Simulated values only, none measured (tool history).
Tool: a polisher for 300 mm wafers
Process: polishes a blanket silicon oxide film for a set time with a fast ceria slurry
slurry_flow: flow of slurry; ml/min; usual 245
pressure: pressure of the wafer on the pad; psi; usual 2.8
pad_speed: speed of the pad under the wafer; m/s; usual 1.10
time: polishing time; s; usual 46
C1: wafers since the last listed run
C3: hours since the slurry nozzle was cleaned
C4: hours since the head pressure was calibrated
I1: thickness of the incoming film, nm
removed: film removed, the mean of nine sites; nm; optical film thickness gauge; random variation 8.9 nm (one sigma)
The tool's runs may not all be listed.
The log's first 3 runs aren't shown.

{"run": 4, "hour": 43.6, "slurry_flow": 245, "pressure": 2.8, "pad_speed": 1.1, "time": 46, "C1": 187, "wafers polished on this pad": 747, "C3": 707.3, "C4": 393.3, "I1": 3901.5, "removed": 619.6}
{"run": 5, "hour": 54.8, "slurry_flow": 215, "pressure": 2.8, "pad_speed": 1.1, "time": 46, "C1": 157, "wafers polished on this pad": 905, "C3": 718.5, "C4": 404.5, "I1": 3827.9, "removed": 599.9}
{"hour": 62.1, "done": "worn pad replaced by a new one"}
{"run": 6, "hour": 65.8, "slurry_flow": 215, "pressure": 2.8, "pad_speed": 1.1, "time": 46, "C1": 98, "wafers polished on this pad": 52, "C3": 729.5, "C4": 415.5, "I1": 3896.1, "removed": 655.2}
{"run": 7, "hour": 73.2, "slurry_flow": 215, "pressure": 2.8, "pad_speed": 1.1, "time": 46, "C1": 104, "wafers polished on this pad": 156, "C3": 736.9, "C4": 422.9, "I1": 3879.4, "removed": 644.6}
{"run": 8, "hour": 86.0, "slurry_flow": 245, "pressure": 2.8, "pad_speed": 1.1, "time": 46, "C1": 180, "wafers polished on this pad": 337, "C3": 749.7, "C4": 435.7, "I1": 3923.2, "removed": 654.3}
{"run": 9, "hour": 98.2, "slurry_flow": 245, "pressure": 2.8, "pad_speed": 1.1, "time": 46, "C1": 172, "wafers polished on this pad": 509, "C3": 761.9, "C4": 447.9, "I1": 3858.0, "removed": 636.8}
{"run": 10, "hour": 114.1, "slurry_flow": 245, "pressure": 2.8, "pad_speed": 1.1, "time": 46, "C1": 224, "wafers polished on this pad": 733, "C3": 777.8, "C4": 463.8, "I1": 3854.4, "removed": 599.9}
{"hour": 134.7, "done": "worn pad replaced by a new one"}
{"run": 11, "hour": 135.2, "slurry_flow": 245, "pressure": 2.8, "pad_speed": 1.1, "time": 46, "C1": 241, "wafers polished on this pad": 7, "C3": 798.9, "C4": 484.9, "I1": 3831.6, "removed": 642.2}
{"run": 12, "hour": 138.0, "slurry_flow": 245, "pressure": 2.8, "pad_speed": 1.1, "time": 46, "C1": 39, "wafers polished on this pad": 46, "C3": 801.7, "C4": 487.7, "I1": 3845.8, "removed": 665.6}
{"run": 13, "hour": 147.7, "slurry_flow": 245, "pressure": 2.8, "pad_speed": 1.1, "time": 46, "C1": 136, "wafers polished on this pad": 183, "C3": 811.4, "C4": 497.4, "I1": 3932.8, "removed": 655.6}
{"hour": 155.8, "done": "slurry nozzle cleaned"}
{"run": 14, "hour": 156.3, "slurry_flow": 285, "pressure": 2.8, "pad_speed": 1.1, "time": 46, "C1": 107, "wafers polished on this pad": 290, "C3": 0.5, "C4": 506.0, "I1": 3858.6, "removed": 663.3}
{"run": 15, "hour": 166.2, "slurry_flow": 285, "pressure": 2.8, "pad_speed": 1.1, "time": 46, "C1": 139, "wafers polished on this pad": 430, "C3": 10.4, "C4": 515.9, "I1": 3821.8, "removed": 643.3}
{"run": 16, "hour": 179.8, "slurry_flow": 285, "pressure": 2.8, "pad_speed": 1.1, "time": 46, "C1": 191, "wafers polished on this pad": 621, "C3": 24.0, "C4": 529.5, "I1": 3876.2, "removed": 644.0}
{"hour": 214.3, "done": "worn pad replaced by a new one"}
{"run": 17, "hour": 221.6, "slurry_flow": 245, "pressure": 2.8, "pad_speed": 1.1, "time": 46, "C1": 533, "wafers polished on this pad": 102, "C3": 65.8, "C4": 571.3, "I1": 3831.4, "removed": 652.8}
{"hour": 227.5, "done": "head pressure recalibrated"}
{"run": 18, "hour": 233.5, "slurry_flow": 220, "pressure": 2.0, "pad_speed": 1.2, "time": 46, "C1": 139, "wafers polished on this pad": 242, "C3": 77.7, "C4": 6.0, "I1": 3868.9, "removed": 511.0}
{"run": 19, "hour": 241.9, "slurry_flow": 280, "pressure": 2.2, "pad_speed": 0.92, "time": 38, "C1": 118, "wafers polished on this pad": 360, "C3": 86.1, "C4": 14.4, "I1": 3847.1, "removed": 376.2}
{"run": 20, "hour": 252.5, "slurry_flow": 195, "pressure": 3.1, "pad_speed": 1.1, "time": 58, "C1": 149, "wafers polished on this pad": 510, "C3": 96.7, "C4": 25.0, "I1": 3796.4, "removed": 862.1}
{"run": 21, "hour": 262.0, "slurry_flow": 245, "pressure": 2.8, "pad_speed": 1.1, "time": 46, "C1": 133, "wafers polished on this pad": 644, "C3": 106.2, "C4": 34.5, "I1": 3886.0, "removed": 624.8}
{"run": 22, "hour": 274.9, "slurry_flow": 245, "pressure": 2.8, "pad_speed": 1.1, "time": 46, "C1": 181, "wafers polished on this pad": 826, "C3": 119.1, "C4": 47.4, "I1": 3927.7, "removed": 620.9}

The next listed run, before its measurement:
{"hour": 288.0, "done": "worn pad replaced by a new one"}
{"run": 23, "hour": 291.5, "slurry_flow": 195, "pressure": 3.1, "pad_speed": 1.1, "time": 58, "C1": 177, "wafers polished on this pad": 49, "C3": 135.7, "C4": 64.0, "I1": 3810.8, "removed": "?"}

removed: 897.6 nm
Without the tool's hidden state the same run would have given removed 916.1 nm.
